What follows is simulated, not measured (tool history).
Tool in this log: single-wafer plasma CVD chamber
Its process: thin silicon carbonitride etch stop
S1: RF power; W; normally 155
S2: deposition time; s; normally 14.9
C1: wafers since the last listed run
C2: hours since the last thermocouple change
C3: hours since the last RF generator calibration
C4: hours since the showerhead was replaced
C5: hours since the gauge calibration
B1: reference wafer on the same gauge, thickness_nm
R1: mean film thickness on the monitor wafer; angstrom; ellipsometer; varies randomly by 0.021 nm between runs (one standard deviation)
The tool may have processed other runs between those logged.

run,hour,S1,S2,C1,C2,C3,C4,C5,B1,R1
1,0.0,135,14.9,0,807.3,1157.8,5442.7,166.6,7.867,76.56
2,27.1,135,14.9,701,834.4,1184.9,5469.8,193.7,7.872,76.17
3,61.2,145,12.7,882,868.5,1219.0,5503.9,227.8,7.871,67.31
4,79.8,145,12.7,481,887.1,1237.6,5522.5,246.4,7.870,67.54
5,93.6,145,12.7,357,900.9,1251.4,5536.3,260.2,7.868,67.58
6,120.4,130,16.2,693,927.7,1278.2,5563.1,287.0,7.870,81.18
7,170.4,130,16.2,1294,977.7,1328.2,5613.1,337.0,7.871,81.41
8,203.6,165,14.9,859,1010.9,1361.4,5646.3,370.2,7.870,83.99
# hour 209.8: gauge calibrated
# hour 218.6: RF generator calibrated
9,236.4,155,14.9,641,1043.7,17.8,5679.1,26.6,7.867,85.07
# hour 244.5: showerhead replaced
10,250.0,155,14.9,144,1057.3,31.4,5.5,40.2,7.868,85.16
# hour 316.5: thermocouple changed; heater temperature recalibrated
11,342.9,155,16.6,2197,26.4,124.3,98.4,133.1,7.875,94.05
12,362.7,155,14.9,512,46.2,144.1,118.2,152.9,7.870,83.97
13,375.4,155,14.9,328,58.9,156.8,130.9,165.6,7.867,84.38
14,400.9,145,13.3,660,84.4,182.3,156.4,191.1,7.871,72.72
15,422.3,125,12.1,553,105.8,203.7,177.8,212.5,7.872,60.85
16,448.3,125,14.9,672,131.8,229.7,203.8,238.5,7.873,75.07
17,505.9,130,14.9,1490,189.4,287.3,261.4,296.1,7.870,76.28
18,526.2,155,16.9,525,209.7,307.6,281.7,316.4,7.868,94.65
19,553.4,130,16.7,704,236.9,334.8,308.9,343.6,7.867,85.35
20,569.7,175,16.8,421,253.2,351.1,325.2,359.9,7.874,99.46

Same runs, no hidden state in the tool, same run-to-run variation:
Hidden conditions of the tool in this case: wafer temperature above the value expected at the setpoint (K); delivered RF power above the setpoint (%); gauge reads high (%).
run,R1
1,79.62
2,79.24
3,70.04
4,70.30
5,70.35
6,84.52
7,84.79
8,87.50
9,85.24
10,85.42
11,94.93
12,84.86
13,85.35
14,73.66
15,61.71
16,76.23
17,77.69
18,96.49
19,87.11
20,101.59
